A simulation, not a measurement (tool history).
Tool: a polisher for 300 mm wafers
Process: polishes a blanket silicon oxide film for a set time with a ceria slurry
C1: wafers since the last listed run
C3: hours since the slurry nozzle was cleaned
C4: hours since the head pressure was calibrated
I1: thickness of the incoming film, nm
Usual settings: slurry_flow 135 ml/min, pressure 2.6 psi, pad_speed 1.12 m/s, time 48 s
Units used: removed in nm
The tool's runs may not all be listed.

Run 1, hour 0.0: usual settings; C1 0; wafers polished on this pad 163; C3 7.2; C4 176.2; I1 806.3. Result: removed 228.0 nm.
Run 2, hour 56.0: usual settings; C1 683; wafers polished on this pad 847; C3 63.2; C4 232.2; I1 805.5. Result: removed 226.1 nm.
Run 3, hour 112.6: usual settings; C1 690; wafers polished on this pad 1537; C3 119.8; C4 288.8; I1 793.0. Result: removed 230.6 nm.
Run 4, hour 157.1: usual settings; C1 542; wafers polished on this pad 2080; C3 164.3; C4 333.3; I1 798.5. Result: removed 229.6 nm.
Run 5, hour 217.4: usual settings; C1 735; wafers polished on this pad 2816; C3 224.6; C4 393.6; I1 803.1. Result: removed 227.4 nm.
At hour 251.1: worn pad replaced by a new one.
Run 6, hour 291.4: usual settings; C1 854; wafers polished on this pad 491; C3 298.6; C4 467.6; I1 802.8. Result: removed 228.3 nm.
At hour 328.7: slurry nozzle cleaned.
Run 7, hour 363.1: usual settings; C1 862; wafers polished on this pad 1354; C3 34.4; C4 539.3; I1 802.1. Result: removed 225.3 nm.
Run 8, hour 413.8: usual settings; C1 618; wafers polished on this pad 1972; C3 85.1; C4 590.0; I1 794.9. Result: removed 223.1 nm.
Run 9, hour 445.5: usual settings; C1 386; wafers polished on this pad 2359; C3 116.8; C4 621.7; I1 808.3. Result: removed 226.6 nm.
Run 10, hour 485.1: usual settings; C1 483; wafers polished on this pad 2842; C3 156.4; C4 661.3; I1 801.6. Result: removed 219.1 nm.
At hour 512.9: worn pad replaced by a new one, of another model than before.
Run 11, hour 523.3: usual settings but pressure 2.4 psi, pad_speed 1.32 m/s; C1 417; wafers polished on this pad 126; C3 194.6; C4 699.5; I1 787.8. Result: removed 241.1 nm.
At hour 575.9: head pressure recalibrated.
Run 12, hour 576.4: usual settings but pressure 2.4 psi, pad_speed 1.32 m/s; C1 623; wafers polished on this pad 750; C3 247.7; C4 0.5; I1 816.4. Result: removed 251.5 nm.
Run 13, hour 619.5: usual settings but pressure 2.4 psi, pad_speed 1.32 m/s; C1 525; wafers polished on this pad 1276; C3 290.8; C4 43.6; I1 806.9. Result: removed 258.5 nm.
At hour 653.9: slurry nozzle cleaned.
Run 14, hour 690.2: usual settings; C1 850; wafers polished on this pad 2126; C3 36.3; C4 114.3; I1 790.3. Result: removed 226.3 nm.
Run 15, hour 735.8: usual settings but slurry_flow 90 ml/min, time 55 s; C1 556; wafers polished on this pad 2683; C3 81.9; C4 159.9; I1 797.7. Result: removed 244.4 nm.
Run 16, hour 799.4: usual settings but pressure 2.0 psi, pad_speed 1.28 m/s, time 61 s; C1 775; wafers polished on this pad 3459; C3 145.5; C4 223.5; I1 798.6. Result: removed 267.5 nm.
At hour 838.9: worn pad replaced by a new one.
Run 17, hour 858.6: usual settings; C1 673; wafers polished on this pad 240; C3 204.7; C4 282.7; I1 785.1. Result: removed 229.6 nm.
Run 18, hour 906.8: usual settings but time 34 s; C1 588; wafers polished on this pad 828; C3 252.9; C4 330.9; I1 810.2. Result: removed 160.1 nm.
Run 19, hour 954.8: usual settings but slurry_flow 165 ml/min, pressure 3.3 psi, pad_speed 1.46 m/s, time 57 s; C1 585; wafers polished on this pad 1414; C3 300.9; C4 378.9; I1 798.1. Result: removed 438.3 nm.
At hour 998.8: slurry nozzle cleaned.
Run 20, hour 1010.8: usual settings but pad_speed 0.74 m/s, time 60 s; C1 671; wafers polished on this pad 2085; C3 12.0; C4 434.9; I1 798.6. Result: removed 184.6 nm.
Run 21, hour 1051.3: usual settings but slurry_flow 115 ml/min, pad_speed 0.86 m/s; C1 494; wafers polished on this pad 2579; C3 52.5; C4 475.4; I1 798.9. Result: removed 163.8 nm.
Run 22, hour 1121.5: usual settings; C1 856; wafers polished on this pad 3436; C3 122.7; C4 545.6; I1 790.3. Result: removed 220.8 nm.
At hour 1176.2: worn pad replaced by a new one.
Run 23, hour 1189.7: usual settings but time 36 s; C1 783; wafers polished on this pad 164; C3 190.9; C4 613.8; I1 814.5. Result: removed 162.7 nm.
Run 24, hour 1251.7: usual settings but slurry_flow 115 ml/min, pad_speed 0.86 m/s; C1 756; wafers polished on this pad 920; C3 252.9; C4 675.8; I1 792.1. Result: removed 159.5 nm.
Run 25, hour 1277.5: usual settings but pressure 2.0 psi, pad_speed 0.82 m/s, time 39 s; C1 314; wafers polished on this pad 1235; C3 278.7; C4 701.6; I1 796.5. Result: removed 105.3 nm.
At hour 1317.0: slurry nozzle cleaned.
Run 26, hour 1348.7: usual settings but slurry_flow 160 ml/min, time 65 s; C1 856; wafers polished on this pad 2091; C3 31.7; C4 772.8; I1 801.2. Result: removed 293.5 nm.
At hour 1392.9: head pressure recalibrated.
Run 27, hour 1409.9: usual settings but slurry_flow 165 ml/min; C1 722; wafers polished on this pad 2814; C3 92.9; C4 17.0; I1 809.3. Result: removed 242.0 nm.
Run 28, hour 1435.0: usual settings; C1 306; wafers polished on this pad 3120; C3 118.0; C4 42.1; I1 806.7. Result: removed 233.3 nm.
At hour 1496.0: worn pad replaced by a new one.
Run 29, hour 1505.8: usual settings but pressure 2.0 psi; C1 815; wafers polished on this pad 119; C3 188.8; C4 112.9; I1 804.2. Result: removed 188.5 nm.

What was the tool's hidden state at every run in the log?
removal rate lost through wear of the pad, %: 0 at every run
slurry flow missing at the pad, %: 0 at every run
H1: deviation of the head's pressure from its setpoint, %
run      H1
  1   0.167
  2  -0.188
  3  -0.646
  4   -1.08
  5   -1.76
  6   -2.75
  7   -3.87
  8   -4.76
  9   -5.36
 10   -6.15
 11   -6.95
 12  -0.443
 13  -0.473
 14  -0.646
 15  -0.841
 16   -1.22
 17   -1.69
 18   -2.14
 19   -2.67
 20   -3.38
 21   -3.95
 22   -5.07
 23    -6.3
 24   -7.54
 25   -8.09
 26   -9.72
 27    1.43
 28    1.41
 29    1.24

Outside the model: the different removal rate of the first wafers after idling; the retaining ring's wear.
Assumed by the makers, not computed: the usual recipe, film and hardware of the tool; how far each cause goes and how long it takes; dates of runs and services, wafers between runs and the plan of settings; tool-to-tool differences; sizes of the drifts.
